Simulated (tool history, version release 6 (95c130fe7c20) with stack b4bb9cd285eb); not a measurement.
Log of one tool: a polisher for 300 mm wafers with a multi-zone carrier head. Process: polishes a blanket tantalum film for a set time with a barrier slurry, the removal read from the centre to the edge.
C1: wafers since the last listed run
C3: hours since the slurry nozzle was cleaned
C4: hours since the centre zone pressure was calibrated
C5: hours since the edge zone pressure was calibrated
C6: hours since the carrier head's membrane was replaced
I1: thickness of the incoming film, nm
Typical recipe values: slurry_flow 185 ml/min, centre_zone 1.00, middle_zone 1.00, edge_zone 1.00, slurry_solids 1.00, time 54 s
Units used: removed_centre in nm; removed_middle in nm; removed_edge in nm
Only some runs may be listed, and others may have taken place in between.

Run 1, day 0.000: usual settings but time 47 s; C1 0; wafers polished on this pad 179; C3 0.5; C4 1042.0; C5 1030.6; C6 115.9; I1 289.5. Result: removed_centre 94.0 nm, removed_middle 88.9 nm, removed_edge 87.6 nm.
Run 2, day 0.988: usual settings but time 47 s; C1 279; wafers polished on this pad 459; C3 24.2; C4 1065.7; C5 1054.3; C6 139.6; I1 285.8. Result: removed_centre 96.1 nm, removed_middle 88.7 nm, removed_edge 86.6 nm.
Run 3, day 1.596: usual settings but centre_zone 1.09, time 63 s; C1 172; wafers polished on this pad 632; C3 38.8; C4 1080.3; C5 1068.9; C6 154.2; I1 295.1. Result: removed_centre 138.0 nm, removed_middle 120.5 nm, removed_edge 117.2 nm.
Run 4, day 2.733: usual settings but slurry_flow 235 ml/min, slurry_solids 1.20; C1 322; wafers polished on this pad 954; C3 66.1; C4 1107.6; C5 1096.2; C6 181.5; I1 287.1. Result: removed_centre 121.4 nm, removed_middle 108.6 nm, removed_edge 108.0 nm.
Run 5, day 4.017: usual settings but slurry_solids 0.75; C1 363; wafers polished on this pad 1318; C3 96.9; C4 1138.4; C5 1127.0; C6 212.3; I1 293.8. Result: removed_centre 104.1 nm, removed_middle 96.1 nm, removed_edge 93.9 nm.
At day 4.917: centre zone pressure recalibrated.
Run 6, day 5.079: usual settings but edge_zone 0.92; C1 277; wafers polished on this pad 1596; C3 122.4; C4 3.9; C5 1152.5; C6 237.8; I1 290.3. Result: removed_centre 100.2 nm, removed_middle 100.6 nm, removed_edge 99.1 nm.
Run 7, day 6.046: usual settings; C1 274; wafers polished on this pad 1870; C3 145.6; C4 27.1; C5 1175.7; C6 261.0; I1 288.0. Result: removed_centre 98.2 nm, removed_middle 101.8 nm, removed_edge 102.0 nm.
Run 8, day 7.533: usual settings but slurry_flow 130 ml/min, centre_zone 0.97, middle_zone 1.07, time 62 s; C1 421; wafers polished on this pad 2291; C3 181.3; C4 62.8; C5 1211.4; C6 296.7; I1 291.3. Result: removed_centre 102.3 nm, removed_middle 114.6 nm, removed_edge 110.4 nm.
At day 8.221: worn pad replaced by a new one.
At day 8.596: edge zone pressure recalibrated.
Run 9, day 8.971: usual settings; C1 336; wafers polished on this pad 189; C3 215.8; C4 97.3; C5 9.0; C6 331.2; I1 292.7. Result: removed_centre 99.2 nm, removed_middle 100.0 nm, removed_edge 101.2 nm.
Run 10, day 10.425: usual settings but centre_zone 1.09, middle_zone 0.92, edge_zone 1.09; C1 412; wafers polished on this pad 601; C3 250.7; C4 132.2; C5 43.9; C6 366.1; I1 290.8. Result: removed_centre 109.3 nm, removed_middle 95.4 nm, removed_edge 105.7 nm.
Run 11, day 11.633: usual settings but middle_zone 0.91; C1 342; wafers polished on this pad 943; C3 279.7; C4 161.2; C5 72.9; C6 395.1; I1 288.1. Result: removed_centre 100.4 nm, removed_middle 93.7 nm, removed_edge 102.9 nm.
Run 12, day 12.592: usual settings but edge_zone 1.08, slurry_solids 0.80; C1 271; wafers polished on this pad 1215; C3 302.7; C4 184.2; C5 95.9; C6 418.1; I1 288.3. Result: removed_centre 95.6 nm, removed_middle 97.3 nm, removed_edge 98.8 nm.
Run 13, day 14.100: usual settings but centre_zone 1.03, slurry_solids 0.75, time 69 s; C1 427; wafers polished on this pad 1643; C3 338.9; C4 220.4; C5 132.1; C6 454.3; I1 289.3. Result: removed_centre 123.2 nm, removed_middle 121.5 nm, removed_edge 121.6 nm.
Run 14, day 15.442: usual settings but middle_zone 1.04; C1 380; wafers polished on this pad 2023; C3 371.1; C4 252.6; C5 164.3; C6 486.5; I1 286.5. Result: removed_centre 99.6 nm, removed_middle 103.2 nm, removed_edge 102.2 nm.
Run 15, day 16.629: usual settings but centre_zone 0.92, edge_zone 1.09; C1 336; wafers polished on this pad 2360; C3 399.6; C4 281.1; C5 192.8; C6 515.0; I1 293.4. Result: removed_centre 95.0 nm, removed_middle 101.6 nm, removed_edge 106.3 nm.
Run 16, day 17.888: usual settings but slurry_solids 0.85; C1 356; wafers polished on this pad 2716; C3 429.8; C4 311.3; C5 223.0; C6 545.2; I1 290.4. Result: removed_centre 97.5 nm, removed_middle 98.5 nm, removed_edge 97.4 nm.
At day 18.358: worn pad replaced by a new one.
Run 17, day 19.221: usual settings but slurry_flow 165 ml/min; C1 330; wafers polished on this pad 245; C3 461.8; C4 343.3; C5 255.0; C6 577.2; I1 294.9. Result: removed_centre 98.3 nm, removed_middle 99.8 nm, removed_edge 100.2 nm.
Run 18, day 19.796: usual settings but slurry_solids 0.85, time 37 s; C1 163; wafers polished on this pad 408; C3 475.6; C4 357.1; C5 268.8; C6 591.0; I1 289.4. Result: removed_centre 66.8 nm, removed_middle 67.2 nm, removed_edge 67.2 nm.
Run 19, day 21.021: usual settings but edge_zone 1.12, slurry_solids 1.20, time 69 s; C1 347; wafers polished on this pad 755; C3 505.0; C4 386.5; C5 298.2; C6 620.4; I1 294.2. Result: removed_centre 133.6 nm, removed_middle 133.9 nm, removed_edge 139.4 nm.
Run 20, day 22.496: usual settings but edge_zone 0.89; C1 418; wafers polished on this pad 1173; C3 540.4; C4 421.9; C5 333.6; C6 655.8; I1 291.2. Result: removed_centre 103.6 nm, removed_middle 100.7 nm, removed_edge 95.4 nm.
Run 21, day 23.467: usual settings; C1 275; wafers polished on this pad 1448; C3 563.7; C4 445.2; C5 356.9; C6 679.1; I1 291.9. Result: removed_centre 100.9 nm, removed_middle 100.7 nm, removed_edge 100.7 nm.
Run 22, day 24.412: usual settings; C1 268; wafers polished on this pad 1716; C3 586.4; C4 467.9; C5 379.6; C6 701.8; I1 287.3. Result: removed_centre 100.9 nm, removed_middle 101.0 nm, removed_edge 101.5 nm.
Run 23, day 25.892: usual settings but centre_zone 0.90; C1 419; wafers polished on this pad 2136; C3 621.9; C4 503.4; C5 415.1; C6 737.3; I1 287.7. Result: removed_centre 91.7 nm, removed_middle 101.7 nm, removed_edge 104.2 nm.

What if the next run were any one of these 3? Each begins from the tool's condition after run 23:
Run A, day 25.908: usual settings; C1 4; wafers polished on this pad 2140; C3 622.3; C4 503.8; C5 415.5; C6 737.7; I1 290.1. Result: removed_centre ?, removed_middle ?, removed_edge ?.
Run B, day 25.908: usual settings but slurry_flow 220 ml/min, middle_zone 1.05, time 36 s; C1 4; wafers polished on this pad 2140; C3 622.3; C4 503.8; C5 415.5; C6 737.7; I1 290.1. Result: removed_centre ?, removed_middle ?, removed_edge ?.
Run C, day 25.908: usual settings but edge_zone 0.94, time 40 s; C1 4; wafers polished on this pad 2140; C3 622.3; C4 503.8; C5 415.5; C6 737.7; I1 290.1. Result: removed_centre ?, removed_middle ?, removed_edge ?.

run  removed_centre  removed_middle  removed_edge
  A           102.3           101.1         100.3
  B            70.3            72.0          68.2
  C            75.8            74.9          72.2
Had the tool no hidden state, the same runs would have come out as:
run  removed_centre  removed_middle  removed_edge
  A           101.3           101.2         100.3
  B            69.6            72.0          68.2
  C            75.0            74.9          72.2
